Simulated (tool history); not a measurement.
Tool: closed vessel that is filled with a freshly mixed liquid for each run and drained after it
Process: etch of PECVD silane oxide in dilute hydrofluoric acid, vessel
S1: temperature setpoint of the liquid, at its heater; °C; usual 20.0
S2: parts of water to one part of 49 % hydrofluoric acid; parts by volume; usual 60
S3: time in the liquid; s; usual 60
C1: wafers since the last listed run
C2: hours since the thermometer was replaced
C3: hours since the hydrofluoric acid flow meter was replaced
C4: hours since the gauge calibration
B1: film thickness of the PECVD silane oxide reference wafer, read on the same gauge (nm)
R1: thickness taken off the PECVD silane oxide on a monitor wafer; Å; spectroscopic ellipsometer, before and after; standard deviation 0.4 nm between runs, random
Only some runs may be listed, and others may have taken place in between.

run	hour	S1	S2	S3	C1	C2	C3	C4	B1	R1
1	0.0	20.0	60	75	0	469.0	1762.4	413.8	59.99	524.6
2	55.6	20.0	60	75	3865	524.6	1818.0	469.4	60.01	523.7
3	123.6	20.0	60	75	4727	592.6	1886.0	537.4	60.01	510.2
4	175.3	20.0	60	70	3593	644.3	1937.7	589.1	59.98	484.5
5	235.8	20.0	60	80	4205	704.8	1998.2	649.6	60.01	547.2
6	286.8	20.0	60	80	3545	755.8	2049.2	700.6	59.99	549.6
7	358.0	20.0	60	60	4949	827.0	2120.4	771.8	59.99	400.5
# hour 380.8: hydrofluoric acid flow meter replaced
8	410.7	20.0	60	60	3593	879.7	29.9	824.5	60.00	395.2
9	469.9	20.0	60	60	4115	938.9	89.1	883.7	59.99	403.8
# hour 525.3: thermometer replaced
10	530.7	24.5	90	85	4157	5.4	149.9	944.5	60.00	481.8
# hour 581.2: gauge calibrated
11	600.5	21.5	80	60	4852	75.2	219.7	19.3	60.00	336.8
12	637.5	22.5	50	60	2572	112.2	256.7	56.3	59.99	588.3
13	703.6	20.0	60	50	4594	178.3	322.8	122.4	59.99	357.9
14	732.7	20.0	70	35	2022	207.4	351.9	151.5	60.00	215.3
15	799.2	21.5	60	70	4622	273.9	418.4	218.0	60.02	537.3
16	870.8	20.0	60	60	4977	345.5	490.0	289.6	60.00	423.9
17	912.3	20.0	60	60	2884	387.0	531.5	331.1	60.01	424.5
18	952.1	20.0	75	30	2766	426.8	571.3	370.9	60.01	167.4
19	1000.0	18.5	60	60	3329	474.7	619.2	418.8	60.01	397.1

Below are 5 alternative next runs, each starting from the tool's condition after run 19. Predict each:
A	1000.7	20.0	50	60	48	475.4	619.9	419.5	?	?
B	1000.7	22.0	45	80	48	475.4	619.9	419.5	?	?
C	1000.7	20.0	60	85	48	475.4	619.9	419.5	?	?
D	1000.7	20.0	50	50	48	475.4	619.9	419.5	?	?
E	1000.7	20.0	45	60	48	475.4	619.9	419.5	?	?

run	B1	R1
A	60.00	513.0
B	60.00	832.6
C	60.00	598.7
D	60.00	427.5
E	60.00	573.4
What these runs would have given with no unlogged condition in the tool:
run	R1
A	537.0
B	871.0
C	626.4
D	447.5
E	600.3
